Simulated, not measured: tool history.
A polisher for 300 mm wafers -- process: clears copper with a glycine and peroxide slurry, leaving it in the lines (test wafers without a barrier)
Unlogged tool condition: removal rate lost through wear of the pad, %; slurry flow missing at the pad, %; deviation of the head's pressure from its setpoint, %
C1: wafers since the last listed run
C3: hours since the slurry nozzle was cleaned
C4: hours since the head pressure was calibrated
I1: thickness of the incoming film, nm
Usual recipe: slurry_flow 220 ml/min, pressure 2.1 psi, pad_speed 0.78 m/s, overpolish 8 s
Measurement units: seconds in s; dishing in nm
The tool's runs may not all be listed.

run 1 day=0.000 | slurry_flow=220 pressure=2.1 pad_speed=0.78 overpolish=8 | C1=0 wafers_polished_on_this_pad=1372 C3=129.6 C4=707.6 | I1=358.9 | seconds=103.4 dishing=20.3
-- day=0.962 worn pad replaced by a new one
run 2 day=1.208 | slurry_flow=220 pressure=2.1 pad_speed=0.62 overpolish=8 | C1=193 wafers_polished_on_this_pad=45 C3=158.6 C4=736.6 | I1=359.9 | seconds=117.6 dishing=18.3
run 3 day=1.796 | slurry_flow=220 pressure=2.3 pad_speed=0.78 overpolish=8 | C1=108 wafers_polished_on_this_pad=154 C3=172.7 C4=750.7 | I1=356.1 | seconds=93.1 dishing=22.8
run 4 day=2.658 | slurry_flow=220 pressure=2.1 pad_speed=0.78 overpolish=8 | C1=159 wafers_polished_on_this_pad=314 C3=193.4 C4=771.4 | I1=354.7 | seconds=98.8 dishing=21.2
run 5 day=3.712 | slurry_flow=220 pressure=2.1 pad_speed=0.78 overpolish=8 | C1=195 wafers_polished_on_this_pad=510 C3=218.7 C4=796.7 | I1=352.3 | seconds=99.5 dishing=21.0
run 6 day=4.604 | slurry_flow=220 pressure=2.1 pad_speed=0.78 overpolish=8 | C1=165 wafers_polished_on_this_pad=675 C3=240.1 C4=818.1 | I1=351.4 | seconds=99.9 dishing=21.0
run 7 day=5.158 | slurry_flow=220 pressure=2.1 pad_speed=0.78 overpolish=8 | C1=102 wafers_polished_on_this_pad=778 C3=253.4 C4=831.4 | I1=359.2 | seconds=102.1 dishing=20.7
-- day=5.304 slurry nozzle cleaned
run 8 day=5.958 | slurry_flow=220 pressure=2.1 pad_speed=0.78 overpolish=8 | C1=140 wafers_polished_on_this_pad=919 C3=15.7 C4=850.6 | I1=350.5 | seconds=96.5 dishing=21.1
run 9 day=7.425 | slurry_flow=220 pressure=2.1 pad_speed=0.78 overpolish=8 | C1=272 wafers_polished_on_this_pad=1191 C3=50.9 C4=885.8 | I1=351.9 | seconds=100.3 dishing=20.8
run 10 day=8.079 | slurry_flow=220 pressure=2.1 pad_speed=0.78 overpolish=8 | C1=121 wafers_polished_on_this_pad=1312 C3=66.6 C4=901.5 | I1=357.0 | seconds=102.4 dishing=19.9
run 11 day=8.683 | slurry_flow=220 pressure=2.1 pad_speed=0.78 overpolish=8 | C1=112 wafers_polished_on_this_pad=1424 C3=81.1 C4=916.0 | I1=361.0 | seconds=100.8 dishing=19.7
-- day=9.079 worn pad replaced by a new one
run 12 day=9.262 | slurry_flow=220 pressure=2.1 pad_speed=0.78 overpolish=9 | C1=76 wafers_polished_on_this_pad=34 C3=95.0 C4=929.9 | I1=356.4 | seconds=110.4 dishing=21.2
run 13 day=10.200 | slurry_flow=220 pressure=2.1 pad_speed=0.78 overpolish=9 | C1=173 wafers_polished_on_this_pad=208 C3=117.5 C4=952.4 | I1=358.4 | seconds=113.7 dishing=20.9
run 14 day=11.371 | slurry_flow=190 pressure=2.1 pad_speed=0.78 overpolish=8 | C1=217 wafers_polished_on_this_pad=425 C3=145.6 C4=980.5 | I1=352.6 | seconds=115.2 dishing=18.7
-- day=12.458 head pressure recalibrated
run 15 day=12.504 | slurry_flow=190 pressure=2.1 pad_speed=0.78 overpolish=8 | C1=194 wafers_polished_on_this_pad=620 C3=172.8 C4=1.1 | I1=358.6 | seconds=118.7 dishing=18.4
run 16 day=13.438 | slurry_flow=290 pressure=2.1 pad_speed=0.78 overpolish=8 | C1=173 wafers_polished_on_this_pad=793 C3=195.2 C4=23.5 | I1=356.0 | seconds=112.0 dishing=19.0
run 17 day=14.479 | slurry_flow=220 pressure=2.6 pad_speed=0.92 overpolish=8 | C1=193 wafers_polished_on_this_pad=986 C3=220.2 C4=48.5 | I1=361.6 | seconds=89.3 dishing=23.1
-- day=15.075 slurry nozzle cleaned
-- day=15.208 worn pad replaced by a new one, repeated, since the last time left the tool worse
run 18 day=15.671 | slurry_flow=165 pressure=2.1 pad_speed=0.78 overpolish=8 | C1=188 wafers_polished_on_this_pad=85 C3=14.3 C4=77.1 | I1=358.5 | seconds=99.0 dishing=20.7
run 19 day=16.546 | slurry_flow=160 pressure=2.7 pad_speed=0.78 overpolish=3 | C1=162 wafers_polished_on_this_pad=247 C3=35.3 C4=98.1 | I1=357.4 | seconds=87.7 dishing=9.8
run 20 day=17.312 | slurry_flow=220 pressure=2.1 pad_speed=0.78 overpolish=5 | C1=142 wafers_polished_on_this_pad=390 C3=53.7 C4=116.5 | I1=355.5 | seconds=95.8 dishing=13.5
run 21 day=18.654 | slurry_flow=220 pressure=2.1 pad_speed=0.78 overpolish=9 | C1=248 wafers_polished_on_this_pad=639 C3=85.9 C4=148.7 | I1=353.6 | seconds=102.1 dishing=23.0
run 22 day=19.492 | slurry_flow=145 pressure=1.7 pad_speed=0.78 overpolish=5 | C1=155 wafers_polished_on_this_pad=794 C3=106.0 C4=168.8 | I1=358.0 | seconds=121.2 dishing=11.5
run 23 day=20.462 | slurry_flow=195 pressure=2.7 pad_speed=0.78 overpolish=8 | C1=180 wafers_polished_on_this_pad=974 C3=129.3 C4=192.1 | I1=358.7 | seconds=88.3 dishing=24.4
run 24 day=21.292 | slurry_flow=275 pressure=2.1 pad_speed=0.78 overpolish=11 | C1=153 wafers_polished_on_this_pad=1128 C3=149.2 C4=212.0 | I1=351.9 | seconds=99.0 dishing=27.8
run 25 day=22.642 | slurry_flow=220 pressure=1.5 pad_speed=0.78 overpolish=6 | C1=250 wafers_polished_on_this_pad=1378 C3=181.6 C4=244.4 | I1=361.3 | seconds=130.1 dishing=12.7
-- day=23.567 worn pad replaced by a new one
run 26 day=23.733 | slurry_flow=260 pressure=2.7 pad_speed=0.78 overpolish=8 | C1=171 wafers_polished_on_this_pad=30 C3=207.8 C4=270.6 | I1=354.9 | seconds=84.5 dishing=25.8
-- day=24.683 slurry nozzle cleaned
run 27 day=24.933 | slurry_flow=220 pressure=2.1 pad_speed=0.78 overpolish=8 | C1=214 wafers_polished_on_this_pad=245 C3=6.0 C4=299.4 | I1=354.7 | seconds=96.8 dishing=21.8
run 28 day=26.333 | slurry_flow=220 pressure=2.1 pad_speed=0.78 overpolish=8 | C1=259 wafers_polished_on_this_pad=505 C3=39.6 C4=333.0 | I1=360.8 | seconds=102.1 dishing=21.5
run 29 day=27.183 | slurry_flow=220 pressure=2.6 pad_speed=0.92 overpolish=12 | C1=157 wafers_polished_on_this_pad=663 C3=60.0 C4=353.4 | I1=351.7 | seconds=72.0 dishing=39.4
run 30 day=27.721 | slurry_flow=220 pressure=2.1 pad_speed=0.78 overpolish=9 | C1=99 wafers_polished_on_this_pad=762 C3=72.9 C4=366.3 | I1=353.0 | seconds=103.4 dishing=23.0

List, for all runs, the conditions of the tool that the log does not record:
slurry flow missing at the pad, %: 0, the same for each run
deviation of the head's pressure from its setpoint, %: 0, the same for each run
H1: removal rate lost through wear of the pad, %
run=1 H1=5.46
run=2 H1=0.302
run=3 H1=0.363
run=4 H1=0.574
run=5 H1=1.03
run=6 H1=1.58
run=7 H1=2
run=8 H1=2.71
run=9 H1=4.33
run=10 H1=5.19
run=11 H1=6.06
run=12 H1=12
run=13 H1=12.1
run=14 H1=12.5
run=15 H1=13.1
run=16 H1=13.8
run=17 H1=14.8
run=18 H1=0.482
run=19 H1=0.634
run=20 H1=0.889
run=21 H1=1.61
run=22 H1=2.23
run=23 H1=3.13
run=24 H1=4.04
run=25 H1=5.8
run=26 H1=0.0105
run=27 H1=0.188
run=28 H1=0.748
run=29 H1=1.27
run=30 H1=1.68
